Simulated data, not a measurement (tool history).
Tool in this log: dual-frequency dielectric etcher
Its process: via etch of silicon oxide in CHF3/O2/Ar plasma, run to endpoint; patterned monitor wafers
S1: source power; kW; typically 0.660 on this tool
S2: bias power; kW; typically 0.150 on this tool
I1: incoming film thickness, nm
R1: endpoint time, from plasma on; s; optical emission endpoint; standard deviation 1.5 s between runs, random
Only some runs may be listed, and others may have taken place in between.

| run | hour | S1 | S2 | I1 | R1 |
|---|---|---|---|---|---|
| 1 | 0.0 | 0.660 | 0.150 | 770.8 | 393.5 |
| 2 | 80.3 | 0.770 | 0.164 | 774.3 | 361.4 |
| 3 | 124.8 | 0.770 | 0.164 | 778.8 | 362.0 |
| 4 | 229.4 | 0.770 | 0.164 | 770.0 | 352.0 |
| 5 | 319.3 | 0.660 | 0.125 | 771.9 | 413.6 |
| 6 | 420.9 | 0.660 | 0.150 | 777.4 | 387.9 |
|  | 459.6 | wet clean of the chamber |
| 7 | 499.5 | 0.660 | 0.150 | 769.9 | 397.5 |
| 8 | 565.9 | 0.660 | 0.150 | 779.0 | 397.8 |
|  | 664.9 | upper electrode replaced |
| 9 | 669.9 | 0.660 | 0.150 | 777.2 | 396.2 |
| 10 | 737.8 | 0.660 | 0.150 | 773.4 | 391.9 |
| 11 | 799.3 | 0.660 | 0.150 | 771.4 | 387.3 |
| 12 | 907.2 | 0.500 | 0.135 | 770.8 | 442.4 |
| 13 | 982.4 | 0.660 | 0.187 | 766.6 | 350.2 |
| 14 | 1026.1 | 0.750 | 0.160 | 777.3 | 359.1 |
| 15 | 1113.7 | 0.660 | 0.117 | 774.1 | 421.8 |
| 16 | 1208.0 | 0.800 | 0.162 | 772.0 | 346.5 |
|  | 1287.5 | wet clean of the chamber |
| 17 | 1288.0 | 0.740 | 0.150 | 777.8 | 390.8 |
| 18 | 1339.2 | 0.710 | 0.179 | 773.1 | 364.7 |
| 19 | 1421.9 | 0.570 | 0.166 | 781.1 | 405.3 |
| 20 | 1546.7 | 0.660 | 0.150 | 772.0 | 396.4 |
| 21 | 1642.1 | 0.660 | 0.150 | 775.4 | 395.2 |
| 22 | 1719.7 | 0.660 | 0.133 | 768.2 | 408.3 |
|  | 1760.1 | bias power generator calibrated |
| 23 | 1772.2 | 0.730 | 0.150 | 766.7 | 374.6 |
| 24 | 1857.3 | 0.760 | 0.166 | 776.7 | 355.9 |
| 25 | 1920.7 | 0.660 | 0.176 | 772.1 | 359.9 |
| 26 | 1992.5 | 0.660 | 0.128 | 774.3 | 412.7 |
|  | 2046.6 | wet clean of the chamber |
| 27 | 2087.4 | 0.530 | 0.164 | 777.4 | 412.8 |
| 28 | 2130.3 | 0.710 | 0.179 | 783.9 | 364.3 |
| 29 | 2218.0 | 0.660 | 0.136 | 773.1 | 411.0 |

For run 30, what comes out?
| 30 | 2314.4 | 0.660 | 0.150 | 775.8 | ? |

R1: 390.7 s
If the tool had no hidden condition, the same run with the same run-to-run variation would have returned R1 403.4 s.

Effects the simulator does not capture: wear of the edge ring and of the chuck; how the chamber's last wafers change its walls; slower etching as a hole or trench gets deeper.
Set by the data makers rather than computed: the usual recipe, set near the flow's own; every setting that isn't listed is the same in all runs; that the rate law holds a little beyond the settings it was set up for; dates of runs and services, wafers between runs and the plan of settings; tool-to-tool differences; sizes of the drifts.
